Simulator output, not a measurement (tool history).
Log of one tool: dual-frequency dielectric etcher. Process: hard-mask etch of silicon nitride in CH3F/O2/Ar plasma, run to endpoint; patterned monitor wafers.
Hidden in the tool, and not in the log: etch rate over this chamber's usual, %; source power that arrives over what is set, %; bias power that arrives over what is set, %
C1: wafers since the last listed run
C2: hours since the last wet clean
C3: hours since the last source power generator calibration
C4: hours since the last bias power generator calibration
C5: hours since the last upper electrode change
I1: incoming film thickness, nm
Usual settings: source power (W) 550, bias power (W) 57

{"run": 1, "hour": 0.0, "source power (W)": 550, "bias power (W)": 67, "C1": 0, "C2": 115.3, "C3": 1052.6, "C4": 844, "C5": 3983, "I1": 38.87, "endpoint time (s)": 53.7}
{"run": 2, "hour": 25.1, "source power (W)": 660, "bias power (W)": 66, "C1": 265, "C2": 140.4, "C3": 1077.7, "C4": 869.1, "C5": 4008.1, "I1": 39.4, "endpoint time (s)": 49.7}
{"run": 3, "hour": 67.1, "source power (W)": 550, "bias power (W)": 57, "C1": 444, "C2": 182.4, "C3": 1119.7, "C4": 911.1, "C5": 4050.1, "I1": 38.5, "endpoint time (s)": 56.5}
{"run": 4, "hour": 136.5, "source power (W)": 550, "bias power (W)": 57, "C1": 735, "C2": 251.8, "C3": 1189.1, "C4": 980.5, "C5": 4119.5, "I1": 38.96, "endpoint time (s)": 57.1}
{"run": 5, "hour": 183.6, "source power (W)": 550, "bias power (W)": 57, "C1": 499, "C2": 298.9, "C3": 1236.2, "C4": 1027.6, "C5": 4166.6, "I1": 39.09, "endpoint time (s)": 56.9}
{"run": 6, "hour": 224.8, "source power (W)": 550, "bias power (W)": 57, "C1": 436, "C2": 340.1, "C3": 1277.4, "C4": 1068.8, "C5": 4207.8, "I1": 38.86, "endpoint time (s)": 56.8}
{"run": 7, "hour": 294.2, "source power (W)": 550, "bias power (W)": 57, "C1": 735, "C2": 409.5, "C3": 1346.8, "C4": 1138.2, "C5": 4277.2, "I1": 39.16, "endpoint time (s)": 56.3}
{"run": 8, "hour": 359.2, "source power (W)": 550, "bias power (W)": 57, "C1": 688, "C2": 474.5, "C3": 1411.8, "C4": 1203.2, "C5": 4342.2, "I1": 39.19, "endpoint time (s)": 56.7}
{"run": 9, "hour": 399.2, "source power (W)": 550, "bias power (W)": 49, "C1": 423, "C2": 514.5, "C3": 1451.8, "C4": 1243.2, "C5": 4382.2, "I1": 39.12, "endpoint time (s)": 60}
{"run": 10, "hour": 457.0, "source power (W)": 550, "bias power (W)": 49, "C1": 612, "C2": 572.3, "C3": 1509.6, "C4": 1301, "C5": 4440, "I1": 39.18, "endpoint time (s)": 59.4}
{"run": 11, "hour": 511.1, "source power (W)": 550, "bias power (W)": 49, "C1": 573, "C2": 626.4, "C3": 1563.7, "C4": 1355.1, "C5": 4494.1, "I1": 39.05, "endpoint time (s)": 59.2}
{"hour": 551.6, "done": "wet clean of the chamber"}
{"run": 12, "hour": 561.4, "source power (W)": 550, "bias power (W)": 57, "C1": 278, "C2": 9.8, "C3": 1614, "C4": 1405.4, "C5": 4544.4, "I1": 39.2, "endpoint time (s)": 63.5}
{"run": 13, "hour": 626.5, "source power (W)": 550, "bias power (W)": 57, "C1": 689, "C2": 74.9, "C3": 1679.1, "C4": 1470.5, "C5": 4609.5, "I1": 38.91, "endpoint time (s)": 61.2}
{"run": 14, "hour": 664.6, "source power (W)": 490, "bias power (W)": 62, "C1": 403, "C2": 113, "C3": 1717.2, "C4": 1508.6, "C5": 4647.6, "I1": 39.18, "endpoint time (s)": 63.9}
{"run": 15, "hour": 716.4, "source power (W)": 490, "bias power (W)": 62, "C1": 548, "C2": 164.8, "C3": 1769, "C4": 1560.4, "C5": 4699.4, "I1": 38.97, "endpoint time (s)": 65.2}
{"run": 16, "hour": 753.2, "source power (W)": 550, "bias power (W)": 51, "C1": 389, "C2": 201.6, "C3": 1805.8, "C4": 1597.2, "C5": 4736.2, "I1": 39.23, "endpoint time (s)": 64.9}
{"hour": 801.5, "done": "wet clean of the chamber, repeated, since the last time left the tool worse"}
{"run": 17, "hour": 802.0, "source power (W)": 550, "bias power (W)": 51, "C1": 262, "C2": 0.5, "C3": 1854.6, "C4": 1646, "C5": 4785, "I1": 38.77, "endpoint time (s)": 59.9}
{"hour": 812.3, "done": "bias power generator calibrated"}
{"run": 18, "hour": 834.8, "source power (W)": 510, "bias power (W)": 69, "C1": 305, "C2": 33.3, "C3": 1887.4, "C4": 22.5, "C5": 4817.8, "I1": 38.57, "endpoint time (s)": 56.1}
{"run": 19, "hour": 903.4, "source power (W)": 610, "bias power (W)": 57, "C1": 726, "C2": 101.9, "C3": 1956, "C4": 91.1, "C5": 4886.4, "I1": 39.26, "endpoint time (s)": 54.2}
{"run": 20, "hour": 954.6, "source power (W)": 550, "bias power (W)": 47, "C1": 542, "C2": 153.1, "C3": 2007.2, "C4": 142.3, "C5": 4937.6, "I1": 39.21, "endpoint time (s)": 62.1}
{"run": 21, "hour": 980.6, "source power (W)": 510, "bias power (W)": 51, "C1": 275, "C2": 179.1, "C3": 2033.2, "C4": 168.3, "C5": 4963.6, "I1": 39.24, "endpoint time (s)": 63.2}
{"hour": 1009.4, "done": "source power generator calibrated"}
{"run": 22, "hour": 1040.8, "source power (W)": 640, "bias power (W)": 44, "C1": 595, "C2": 239.3, "C3": 31.4, "C4": 228.5, "C5": 5023.8, "I1": 39.04, "endpoint time (s)": 57.2}
{"run": 23, "hour": 1111.3, "source power (W)": 550, "bias power (W)": 57, "C1": 746, "C2": 309.8, "C3": 101.9, "C4": 299, "C5": 5094.3, "I1": 38.78, "endpoint time (s)": 57.2}
{"run": 24, "hour": 1174.8, "source power (W)": 550, "bias power (W)": 61, "C1": 672, "C2": 373.3, "C3": 165.4, "C4": 362.5, "C5": 5157.8, "I1": 38.9, "endpoint time (s)": 56.1}
{"run": 25, "hour": 1213.5, "source power (W)": 640, "bias power (W)": 57, "C1": 410, "C2": 412, "C3": 204.1, "C4": 401.2, "C5": 5196.5, "I1": 39.13, "endpoint time (s)": 52.4}
{"run": 26, "hour": 1256.6, "source power (W)": 420, "bias power (W)": 68, "C1": 456, "C2": 455.1, "C3": 247.2, "C4": 444.3, "C5": 5239.6, "I1": 39.39, "endpoint time (s)": 63.4}
{"hour": 1280.9, "done": "upper electrode replaced"}
{"run": 27, "hour": 1322.2, "source power (W)": 450, "bias power (W)": 52, "C1": 440, "C2": 520.7, "C3": 312.8, "C4": 509.9, "C5": 41.3, "I1": 39.06, "endpoint time (s)": 66.1}
{"hour": 1375.6, "done": "wet clean of the chamber"}
{"run": 28, "hour": 1518.0, "source power (W)": 550, "bias power (W)": 69, "C1": 1820, "C2": 142.4, "C3": 508.6, "C4": 705.7, "C5": 237.1, "I1": 39.63, "endpoint time (s)": 54.2}
{"run": 29, "hour": 1550.3, "source power (W)": 550, "bias power (W)": 57, "C1": 342, "C2": 174.7, "C3": 540.9, "C4": 738, "C5": 269.4, "I1": 39.28, "endpoint time (s)": 57.5}
{"run": 30, "hour": 1653.9, "source power (W)": 620, "bias power (W)": 46, "C1": 1097, "C2": 278.3, "C3": 644.5, "C4": 841.6, "C5": 373, "I1": 39, "endpoint time (s)": 58.1}
{"run": 31, "hour": 1690.6, "source power (W)": 550, "bias power (W)": 57, "C1": 388, "C2": 315, "C3": 681.2, "C4": 878.3, "C5": 409.7, "I1": 38.94, "endpoint time (s)": 57.4}
{"run": 32, "hour": 1718.8, "source power (W)": 550, "bias power (W)": 64, "C1": 298, "C2": 343.2, "C3": 709.4, "C4": 906.5, "C5": 437.9, "I1": 39.36, "endpoint time (s)": 54.9}
{"run": 33, "hour": 1766.2, "source power (W)": 550, "bias power (W)": 57, "C1": 502, "C2": 390.6, "C3": 756.8, "C4": 953.9, "C5": 485.3, "I1": 38.92, "endpoint time (s)": 56.7}
{"run": 34, "hour": 1820.3, "source power (W)": 620, "bias power (W)": 52, "C1": 573, "C2": 444.7, "C3": 810.9, "C4": 1008, "C5": 539.4, "I1": 39.19, "endpoint time (s)": 54.3}

Measured less the same run without the tool's hidden state. The same run-to-run variation is in both; the gauge's scatter may not be:
run=1 endpoint_time_(s)=-0.4
run=2 endpoint_time_(s)=-0.4
run=3 endpoint_time_(s)=-0.7
run=4 endpoint_time_(s)=-1
run=5 endpoint_time_(s)=-1.1
run=6 endpoint_time_(s)=-1.2
run=7 endpoint_time_(s)=-1.5
run=8 endpoint_time_(s)=-1.8
run=9 endpoint_time_(s)=-2.1
run=10 endpoint_time_(s)=-2.2
run=11 endpoint_time_(s)=-2.5
run=12 endpoint_time_(s)=+4.3
run=13 endpoint_time_(s)=+3.9
run=14 endpoint_time_(s)=+4
run=15 endpoint_time_(s)=+3.8
run=16 endpoint_time_(s)=+3.5
run=17 endpoint_time_(s)=+0.2
run=18 endpoint_time_(s)=+0.1
run=19 endpoint_time_(s)=-0.2
run=20 endpoint_time_(s)=-0.4
run=21 endpoint_time_(s)=-0.5
run=22 endpoint_time_(s)=-0.7
run=23 endpoint_time_(s)=-1
run=24 endpoint_time_(s)=-1.2
run=25 endpoint_time_(s)=-1.2
run=26 endpoint_time_(s)=-1.8
run=27 endpoint_time_(s)=-2.1
run=28 endpoint_time_(s)=-0.1
run=29 endpoint_time_(s)=-0.2
run=30 endpoint_time_(s)=-0.6
run=31 endpoint_time_(s)=-0.8
run=32 endpoint_time_(s)=-0.9
run=33 endpoint_time_(s)=-1
run=34 endpoint_time_(s)=-1.3
